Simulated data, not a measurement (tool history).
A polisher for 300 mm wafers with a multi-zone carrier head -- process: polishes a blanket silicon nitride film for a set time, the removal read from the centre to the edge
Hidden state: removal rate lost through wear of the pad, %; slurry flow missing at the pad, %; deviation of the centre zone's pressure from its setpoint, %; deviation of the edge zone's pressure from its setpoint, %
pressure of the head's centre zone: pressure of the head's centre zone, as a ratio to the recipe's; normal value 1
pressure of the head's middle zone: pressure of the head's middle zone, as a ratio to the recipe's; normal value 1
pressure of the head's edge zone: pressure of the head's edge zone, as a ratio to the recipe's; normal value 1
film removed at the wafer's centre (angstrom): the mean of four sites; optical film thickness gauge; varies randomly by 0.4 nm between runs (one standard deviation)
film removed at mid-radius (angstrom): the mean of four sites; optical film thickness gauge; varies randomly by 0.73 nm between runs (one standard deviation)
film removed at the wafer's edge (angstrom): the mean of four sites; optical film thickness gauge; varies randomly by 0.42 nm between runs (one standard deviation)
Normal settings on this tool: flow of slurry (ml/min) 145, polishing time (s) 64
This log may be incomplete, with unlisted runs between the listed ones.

run   hour  flow of slurry (ml/min)  pressure of the head's centre zone  pressure of the head's middle zone  pressure of the head's edge zone  polishing time (s)  wafers since the last listed run  wafers polished on this pad  hours since the slurry nozzle was cleaned  hours since the centre zone pressure was calibrated  hours since the edge zone pressure was calibrated  hours since the carrier head's membrane was replaced  incoming thickness of the incoming film, nm  film removed at the wafer's centre (angstrom)  film removed at mid-radius (angstrom)  film removed at the wafer's edge (angstrom)
  1      0                      145                                   1                                1.08                                 1                  64                                 0                           35                                      361.5                                                 11.8                                              449.1                                                1778.4                                          646                                            553                                    581                                          584
  2   22.1                      145                                   1                                1.08                                 1                  64                               201                          236                                      383.6                                                 33.9                                              471.2                                                1800.5                                          638                                            548                                    572                                          579
  3   36.3                      145                                   1                                   1                                 1                  72                               129                          366                                      397.8                                                 48.1                                              485.4                                                1814.7                                        654.4                                            616                                    623                                          649
  4   50.2                      145                                   1                                   1                                 1                  72                               126                          493                                      411.7                                                   62                                              499.3                                                1828.6                                        650.2                                            599                                    605                                          643
  5   68.2                      145                                   1                                   1                                 1                  64                               164                          657                                      429.7                                                   80                                              517.3                                                1846.6                                        659.1                                            535                                    548                                          570
     142.5  -- carrier head's membrane replaced by a new one
  6    159                      145                                   1                                   1                                 1                  64                               783                         1441                                      520.5                                                170.8                                              608.1                                                  16.5                                        637.6                                            512                                    521                                          557
     176.4  -- worn pad replaced by a new one
  7  176.9                      145                                1.08                                   1                                 1                  64                               126                            4                                      538.4                                                188.7                                                626                                                  34.4                                          652                                            553                                    511                                          556
       192  -- slurry nozzle cleaned
  8  199.2                      145                                   1                                0.97                              1.07                  77                               194                          199                                        7.2                                                  211                                              648.3                                                  56.7                                        663.9                                            680                                    673                                          728
     209.5  -- edge zone pressure recalibrated
  9  234.2                      145                                   1                                   1                                 1                  80                               301                          500                                       42.2                                                  246                                               24.7                                                  91.7                                        649.1                                            712                                    703                                          742
 10  248.1                      145                                   1                                   1                                 1                  64                               126                          627                                       56.1                                                259.9                                               38.6                                                 105.6                                        640.6                                            571                                    567                                          591
 11  282.2                      145                                   1                                   1                              0.94                  64                               311                          939                                       90.2                                                  294                                               72.7                                                 139.7                                        642.4                                            576                                    571                                          576
 12  310.3                      100                                1.07                                1.05                              0.91                  64                               256                         1195                                      118.3                                                322.1                                              100.8                                                 167.8                                        660.1                                            563                                    547                                          531
     325.8  -- worn pad replaced by a new one
 13  338.6                      145                                   1                                1.03                              0.95                  70                               221                          116                                      146.6                                                350.4                                              129.1                                                 196.1                                        657.4                                            620                                    627                                          627
 14  351.4                      180                                1.04                                   1                                 1                  64                               116                          233                                      159.4                                                363.2                                              141.9                                                 208.9                                        660.2                                            626                                    597                                          601
 15  365.6                      145                                0.93                                   1                                 1                  64                               129                          363                                      173.6                                                377.4                                              156.1                                                 223.1                                        644.3                                            529                                    563                                          594
 16  393.2                      145                                1.07                                   1                                 1                  64                               252                          615                                      201.2                                                  405                                              183.7                                                 250.7                                        640.3                                            602                                    561                                          598
 17  428.1                      145                                   1                                   1                                 1                  64                               318                          933                                      236.1                                                439.9                                              218.6                                                 285.6                                        651.5                                            559                                    570                                          583
 18  447.1                      145                                   1                                   1                                 1                  55                               173                         1107                                      255.1                                                458.9                                              237.6                                                 304.6                                        647.2                                            483                                    483                                          508
 19  470.6                      100                                   1                                   1                                 1                  64                               214                         1322                                      278.6                                                482.4                                              261.1                                                 328.1                                        659.2                                            505                                    520                                          556
       504  -- worn pad replaced by a new one
 20  505.6                      145                                   1                                   1                                 1                  64                               283                           14                                      313.6                                                517.4                                              296.1                                                 363.1                                        644.5                                            552                                    565                                          582
 21  532.3                      180                                0.91                                0.91                                 1                  64                               243                          258                                      340.3                                                544.1                                              322.8                                                 389.8                                        650.2                                            523                                    535                                          593
 22  555.5                      145                                   1                                   1                                 1                  64                               211                          470                                      363.5                                                567.3                                                346                                                   413                                        638.6                                            547                                    545                                          580

What was the tool's hidden state at every run in the log?
removal rate lost through wear of the pad, %: 0 in every run
deviation of the centre zone's pressure from its setpoint, %: 0 in every run
deviation of the edge zone's pressure from its setpoint, %: 0 in every run
H1: slurry flow missing at the pad, %
run    H1
  1  16.9
  2    19
  3  20.5
  4  21.9
  5  23.8
  6  34.8
  7  37.2
  8  1.53
  9  1.75
 10  1.92
 11  2.56
 12  3.31
 13  4.26
 14  4.76
 15  5.37
 16  6.69
 17  8.63
 18  9.82
 19  11.4
 20  14.1
 21  16.3
 22  18.4

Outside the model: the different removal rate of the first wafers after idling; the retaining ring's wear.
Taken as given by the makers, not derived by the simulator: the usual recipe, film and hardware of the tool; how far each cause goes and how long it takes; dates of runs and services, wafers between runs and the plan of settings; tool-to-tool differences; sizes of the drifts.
